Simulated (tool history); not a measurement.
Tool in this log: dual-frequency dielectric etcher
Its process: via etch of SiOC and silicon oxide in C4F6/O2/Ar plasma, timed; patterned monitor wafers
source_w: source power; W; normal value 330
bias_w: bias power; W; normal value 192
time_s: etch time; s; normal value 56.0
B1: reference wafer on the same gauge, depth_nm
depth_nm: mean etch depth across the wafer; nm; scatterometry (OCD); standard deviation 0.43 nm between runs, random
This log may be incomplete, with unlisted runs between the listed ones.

Run 1, hour 0.0: usual settings but bias_w 160 W; B1 76.9. Result: depth_nm 62.5 nm.
Run 2, hour 7.1: usual settings; B1 76.8. Result: depth_nm 66.2 nm.
Run 3, hour 13.2: usual settings; B1 76.9. Result: depth_nm 66.6 nm.
At hour 16.9: gauge calibrated.
At hour 25.7: bias power generator calibrated.
Run 4, hour 26.2: usual settings; B1 76.8. Result: depth_nm 67.1 nm.
At hour 55.4: wet clean of the chamber.
Run 5, hour 55.9: usual settings but time_s 43.5 s; B1 76.8. Result: depth_nm 50.0 nm.
Run 6, hour 56.2: usual settings but time_s 43.5 s; B1 76.7. Result: depth_nm 50.1 nm.
Run 7, hour 64.4: usual settings but time_s 43.5 s; B1 76.8. Result: depth_nm 49.9 nm.
Run 8, hour 74.6: usual settings but source_w 300 W; B1 76.8. Result: depth_nm 62.6 nm.
At hour 110.9: upper electrode replaced.
Run 9, hour 115.2: usual settings but bias_w 217 W, time_s 45.0 s; B1 76.9. Result: depth_nm 54.2 nm.
Run 10, hour 124.1: usual settings but source_w 300 W, bias_w 149 W, time_s 48.5 s; B1 76.7. Result: depth_nm 48.9 nm.
Run 11, hour 131.5: usual settings; B1 76.8. Result: depth_nm 64.8 nm.
Run 12, hour 145.1: usual settings but source_w 380 W, time_s 41.0 s; B1 76.8. Result: depth_nm 49.4 nm.
Run 13, hour 161.5: usual settings but source_w 400 W, time_s 68.0 s; B1 76.9. Result: depth_nm 83.8 nm.
At hour 166.5: source power generator calibrated.
Run 14, hour 176.3: usual settings; B1 76.8. Result: depth_nm 64.9 nm.
Run 15, hour 186.2: usual settings but source_w 370 W, bias_w 237 W; B1 76.9. Result: depth_nm 72.7 nm.
Run 16, hour 193.5: usual settings but time_s 52.0 s; B1 76.8. Result: depth_nm 60.7 nm.

Run 17 has not been measured yet. What should we expect?
Run 17, hour 207.9: usual settings but source_w 410 W, bias_w 171 W, time_s 63.5 s; B1 ?. Result: depth_nm ?.

B1: 76.9
depth_nm: 75.0 nm
If the tool had no hidden condition, the same run with the same run-to-run variation would have returned depth_nm 74.6 nm.
